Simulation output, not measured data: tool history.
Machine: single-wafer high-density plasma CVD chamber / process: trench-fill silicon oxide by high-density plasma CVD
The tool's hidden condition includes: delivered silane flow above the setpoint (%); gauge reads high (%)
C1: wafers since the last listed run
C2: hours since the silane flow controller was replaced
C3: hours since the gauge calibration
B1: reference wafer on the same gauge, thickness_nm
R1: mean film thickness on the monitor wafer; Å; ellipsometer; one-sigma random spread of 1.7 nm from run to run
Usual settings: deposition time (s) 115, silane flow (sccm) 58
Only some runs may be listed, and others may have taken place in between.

{"run": 1, "hour": 0.0, "deposition time (s)": 120, "silane flow (sccm)": 58, "C1": 0, "C2": 341.1, "C3": 2524.4, "B1": 703.709, "R1": 7010.16}
{"run": 2, "hour": 49.3, "deposition time (s)": 126, "silane flow (sccm)": 58, "C1": 424, "C2": 390.4, "C3": 2573.7, "B1": 703.331, "R1": 7344.6}
{"run": 3, "hour": 92.1, "deposition time (s)": 126, "silane flow (sccm)": 58, "C1": 368, "C2": 433.2, "C3": 2616.5, "B1": 703.912, "R1": 7333.97}
{"run": 4, "hour": 157.9, "deposition time (s)": 126, "silane flow (sccm)": 58, "C1": 566, "C2": 499.0, "C3": 2682.3, "B1": 704.65, "R1": 7357.86}
{"run": 5, "hour": 213.2, "deposition time (s)": 115, "silane flow (sccm)": 58, "C1": 475, "C2": 554.3, "C3": 2737.6, "B1": 704.595, "R1": 6688.59}
{"run": 6, "hour": 243.5, "deposition time (s)": 103, "silane flow (sccm)": 58, "C1": 260, "C2": 584.6, "C3": 2767.9, "B1": 703.853, "R1": 5975.29}
{"run": 7, "hour": 304.4, "deposition time (s)": 103, "silane flow (sccm)": 58, "C1": 524, "C2": 645.5, "C3": 2828.8, "B1": 703.613, "R1": 5990.72}
{"run": 8, "hour": 350.8, "deposition time (s)": 102, "silane flow (sccm)": 64, "C1": 399, "C2": 691.9, "C3": 2875.2, "B1": 704.196, "R1": 6550.44}
{"run": 9, "hour": 392.2, "deposition time (s)": 102, "silane flow (sccm)": 64, "C1": 356, "C2": 733.3, "C3": 2916.6, "B1": 704.126, "R1": 6519.7}
{"run": 10, "hour": 443.0, "deposition time (s)": 102, "silane flow (sccm)": 64, "C1": 437, "C2": 784.1, "C3": 2967.4, "B1": 703.915, "R1": 6512.38}
{"run": 11, "hour": 497.1, "deposition time (s)": 115, "silane flow (sccm)": 58, "C1": 465, "C2": 838.2, "C3": 3021.5, "B1": 703.674, "R1": 6646.03}
{"run": 12, "hour": 555.2, "deposition time (s)": 115, "silane flow (sccm)": 58, "C1": 499, "C2": 896.3, "C3": 3079.6, "B1": 703.665, "R1": 6652.34}
{"run": 13, "hour": 614.3, "deposition time (s)": 115, "silane flow (sccm)": 58, "C1": 508, "C2": 955.4, "C3": 3138.7, "B1": 704.367, "R1": 6656.95}
{"run": 14, "hour": 742.6, "deposition time (s)": 115, "silane flow (sccm)": 58, "C1": 1103, "C2": 1083.7, "C3": 3267.0, "B1": 704.117, "R1": 6587.18}
{"run": 15, "hour": 810.8, "deposition time (s)": 115, "silane flow (sccm)": 58, "C1": 586, "C2": 1151.9, "C3": 3335.2, "B1": 704.436, "R1": 6576.27}
{"run": 16, "hour": 868.5, "deposition time (s)": 115, "silane flow (sccm)": 58, "C1": 496, "C2": 1209.6, "C3": 3392.9, "B1": 703.845, "R1": 6576.7}
{"run": 17, "hour": 919.0, "deposition time (s)": 122, "silane flow (sccm)": 53, "C1": 434, "C2": 1260.1, "C3": 3443.4, "B1": 703.843, "R1": 6392.45}
{"run": 18, "hour": 957.2, "deposition time (s)": 122, "silane flow (sccm)": 53, "C1": 328, "C2": 1298.3, "C3": 3481.6, "B1": 704.47, "R1": 6347.92}
{"hour": 1103.7, "done": "gauge calibrated"}
{"run": 19, "hour": 1132.8, "deposition time (s)": 115, "silane flow (sccm)": 64, "C1": 1510, "C2": 1473.9, "C3": 29.1, "B1": 704.264, "R1": 7181.69}
{"run": 20, "hour": 1186.7, "deposition time (s)": 115, "silane flow (sccm)": 67, "C1": 463, "C2": 1527.8, "C3": 83.0, "B1": 703.245, "R1": 7531.96}
{"run": 21, "hour": 1255.6, "deposition time (s)": 115, "silane flow (sccm)": 58, "C1": 592, "C2": 1596.7, "C3": 151.9, "B1": 703.977, "R1": 6482.69}
{"hour": 1314.3, "done": "silane flow controller replaced"}
{"run": 22, "hour": 1314.8, "deposition time (s)": 115, "silane flow (sccm)": 58, "C1": 440, "C2": 0.5, "C3": 211.1, "B1": 704.234, "R1": 6734.41}
{"run": 23, "hour": 1360.8, "deposition time (s)": 124, "silane flow (sccm)": 49, "C1": 395, "C2": 46.5, "C3": 257.1, "B1": 704.51, "R1": 6108.35}
{"run": 24, "hour": 1393.3, "deposition time (s)": 124, "silane flow (sccm)": 54, "C1": 279, "C2": 79.0, "C3": 289.6, "B1": 703.364, "R1": 6719.85}
{"run": 25, "hour": 1428.9, "deposition time (s)": 135, "silane flow (sccm)": 58, "C1": 306, "C2": 114.6, "C3": 325.2, "B1": 703.734, "R1": 7876.98}
{"run": 26, "hour": 1497.2, "deposition time (s)": 115, "silane flow (sccm)": 58, "C1": 587, "C2": 182.9, "C3": 393.5, "B1": 703.832, "R1": 6718.44}
{"run": 27, "hour": 1550.4, "deposition time (s)": 127, "silane flow (sccm)": 54, "C1": 457, "C2": 236.1, "C3": 446.7, "B1": 704.137, "R1": 6880.84}
{"run": 28, "hour": 1579.1, "deposition time (s)": 127, "silane flow (sccm)": 58, "C1": 246, "C2": 264.8, "C3": 475.4, "B1": 703.803, "R1": 7371.43}
{"run": 29, "hour": 1604.0, "deposition time (s)": 134, "silane flow (sccm)": 50, "C1": 214, "C2": 289.7, "C3": 500.3, "B1": 704.431, "R1": 6745.23}
{"run": 30, "hour": 1655.5, "deposition time (s)": 126, "silane flow (sccm)": 55, "C1": 443, "C2": 341.2, "C3": 551.8, "B1": 704.045, "R1": 6972.62}
{"run": 31, "hour": 1826.2, "deposition time (s)": 115, "silane flow (sccm)": 58, "C1": 1468, "C2": 511.9, "C3": 722.5, "B1": 703.812, "R1": 6684.61}
{"run": 32, "hour": 1882.3, "deposition time (s)": 136, "silane flow (sccm)": 68, "C1": 482, "C2": 568.0, "C3": 778.6, "B1": 703.858, "R1": 9267.68}
{"run": 33, "hour": 1931.4, "deposition time (s)": 101, "silane flow (sccm)": 47, "C1": 422, "C2": 617.1, "C3": 827.7, "B1": 704.05, "R1": 4752.74}
{"run": 34, "hour": 1978.9, "deposition time (s)": 123, "silane flow (sccm)": 53, "C1": 408, "C2": 664.6, "C3": 875.2, "B1": 704.192, "R1": 6513.0}
{"run": 35, "hour": 2049.6, "deposition time (s)": 115, "silane flow (sccm)": 58, "C1": 608, "C2": 735.3, "C3": 945.9, "B1": 704.267, "R1": 6658.08}
{"run": 36, "hour": 2094.3, "deposition time (s)": 115, "silane flow (sccm)": 58, "C1": 384, "C2": 780.0, "C3": 990.6, "B1": 703.81, "R1": 6677.52}
{"run": 37, "hour": 2121.9, "deposition time (s)": 126, "silane flow (sccm)": 58, "C1": 237, "C2": 807.6, "C3": 1018.2, "B1": 703.998, "R1": 7275.15}
{"run": 38, "hour": 2281.9, "deposition time (s)": 123, "silane flow (sccm)": 53, "C1": 1376, "C2": 967.6, "C3": 1178.2, "B1": 703.833, "R1": 6472.67}
{"run": 39, "hour": 2351.2, "deposition time (s)": 115, "silane flow (sccm)": 58, "C1": 596, "C2": 1036.9, "C3": 1247.5, "B1": 704.126, "R1": 6611.77}
{"run": 40, "hour": 2405.9, "deposition time (s)": 132, "silane flow (sccm)": 62, "C1": 470, "C2": 1091.6, "C3": 1302.2, "B1": 704.71, "R1": 8152.83}
{"run": 41, "hour": 2552.7, "deposition time (s)": 115, "silane flow (sccm)": 54, "C1": 1263, "C2": 1238.4, "C3": 1449.0, "B1": 704.516, "R1": 6124.57}
{"run": 42, "hour": 2598.6, "deposition time (s)": 99, "silane flow (sccm)": 58, "C1": 394, "C2": 1284.3, "C3": 1494.9, "B1": 703.352, "R1": 5636.09}
{"run": 43, "hour": 2638.6, "deposition time (s)": 108, "silane flow (sccm)": 53, "C1": 344, "C2": 1324.3, "C3": 1534.9, "B1": 704.372, "R1": 5597.57}
{"run": 44, "hour": 2697.7, "deposition time (s)": 115, "silane flow (sccm)": 58, "C1": 508, "C2": 1383.4, "C3": 1594.0, "B1": 703.922, "R1": 6570.64}
{"run": 45, "hour": 2737.9, "deposition time (s)": 135, "silane flow (sccm)": 63, "C1": 345, "C2": 1423.6, "C3": 1634.2, "B1": 703.486, "R1": 8378.9}
{"run": 46, "hour": 2769.4, "deposition time (s)": 100, "silane flow (sccm)": 50, "C1": 271, "C2": 1455.1, "C3": 1665.7, "B1": 703.75, "R1": 4901.35}
{"hour": 2791.9, "done": "silane flow controller replaced"}
{"run": 47, "hour": 2821.1, "deposition time (s)": 135, "silane flow (sccm)": 67, "C1": 376, "C2": 29.2, "C3": 1717.4, "B1": 704.601, "R1": 9079.05}

For some of the steps in R1 from one run to the next: how much would appear even if the tool had no hidden state, given the settings, what came in and random variation, and how much remains for the hidden state plus any gauge scatter that the measured result and the result without hidden state don't share?
Run 21 -> 22: silane flow controller replaced. R1 +251.72 Å: hidden state +206.42, all else +45.30.
Run 32 -> 33: deposition time (s) 136 -> 101, silane flow (sccm) 68 -> 47. R1 -4514.94 Å: hidden state +10.58, all else -4525.52.
Run 45 -> 46: deposition time (s) 135 -> 100, silane flow (sccm) 63 -> 50. R1 -3477.55 Å: hidden state +81.66, all else -3559.21.
Run 46 -> 47: deposition time (s) 100 -> 135, silane flow (sccm) 50 -> 67, silane flow controller replaced. R1 +4177.70 Å: hidden state +122.14, all else +4055.56.
